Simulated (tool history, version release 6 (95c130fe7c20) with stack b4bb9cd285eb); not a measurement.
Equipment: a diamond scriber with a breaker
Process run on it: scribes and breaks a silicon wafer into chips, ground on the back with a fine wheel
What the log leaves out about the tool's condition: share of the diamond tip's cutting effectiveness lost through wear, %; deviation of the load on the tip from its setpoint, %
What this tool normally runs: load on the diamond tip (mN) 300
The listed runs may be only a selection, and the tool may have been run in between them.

run    hour  load on the diamond tip (mN)  wafers since the last listed run  hours since the diamond tip was replaced  hours since the load on the tip was calibrated  incoming depth of the damage left on the back of the incoming wafer, um  depth of the median crack under the scribed line (µm)  chips rejected at inspection after the break (%)
  1     0.0                           355                                 0                                     297.0                                           570.0                                                                     2.69                                                  15.38                                              4.13
  2    67.3                           355                               142                                     364.3                                           637.3                                                                     2.56                                                  14.95                                              2.56
  3   161.2                           300                               198                                     458.2                                           731.2                                                                     2.98                                                  11.28                                              7.55
      199.8  -- diamond tip replaced by a new one
  4   250.2                           300                               183                                      50.4                                           820.2                                                                     2.60                                                  13.34                                              1.59
  5   349.6                           300                               210                                     149.8                                           919.6                                                                     2.87                                                  13.10                                              2.05
  6   399.5                           300                               105                                     199.7                                           969.5                                                                     1.69                                                  12.93                                              1.54
  7   456.6                           300                               120                                     256.8                                          1026.6                                                                     1.52                                                  12.83                                              1.82
  8   558.6                           300                               215                                     358.8                                          1128.6                                                                     1.68                                                  12.05                                              3.36
      640.0  -- diamond tip replaced by a new one
  9   661.6                           300                               213                                      21.6                                          1231.6                                                                     2.55                                                  13.29                                              1.48
 10   721.9                           300                               127                                      81.9                                          1291.9                                                                     1.91                                                  13.02                                              1.20
 11   776.9                           213                               116                                     136.9                                          1346.9                                                                     1.59                                                   8.59                                             32.52
      779.9  -- load on the tip recalibrated
 12   833.1                           366                               114                                     193.1                                            53.2                                                                     2.26                                                  16.00                                              6.72
 13   889.8                           386                               119                                     249.8                                           109.9                                                                     1.56                                                  16.61                                              9.26
 14   965.7                           359                               160                                     325.7                                           185.8                                                                     2.91                                                  15.18                                              3.73
 15  1024.9                           216                               125                                     384.9                                           245.0                                                                     2.37                                                   7.81                                             46.82
 16  1091.4                           222                               140                                     451.4                                           311.5                                                                     1.62                                                   7.92                                             43.81
     1172.2  -- diamond tip replaced by a new one
 17  1182.5                           300                               188                                      10.3                                           402.6                                                                     2.32                                                  13.00                                              1.69
 18  1274.7                           351                               194                                     102.5                                           494.8                                                                     1.52                                                  14.94                                              4.09
 19  1346.4                           300                               151                                     174.2                                           566.5                                                                     2.11                                                  12.92                                              1.87
 20  1416.5                           274                               148                                     244.3                                           636.6                                                                     1.51                                                  11.13                                              7.20

Predict each of these 3 candidate next runs independently; none follows another, all start after run 20:
  A  1417.1                           300                                 1                                     244.9                                           637.2                                                                     2.24                                                      ?                                                 ?
  B  1417.1                           237                                 1                                     244.9                                           637.2                                                                     2.24                                                      ?                                                 ?
  C  1417.1                           217                                 1                                     244.9                                           637.2                                                                     2.24                                                      ?                                                 ?

run  depth of the median crack under the scribed line (µm)  chips rejected at inspection after the break (%)
  A                                                  12.59                                              2.65
  B                                                   9.42                                             24.28
  C                                                   8.29                                             38.77
With the hidden condition removed and each run's random variation left untouched, the same runs would have given:
run  depth of the median crack under the scribed line (µm)  chips rejected at inspection after the break (%)
  A                                                  13.63                                              1.39
  B                                                  10.20                                             16.23
  C                                                   8.98                                             29.52
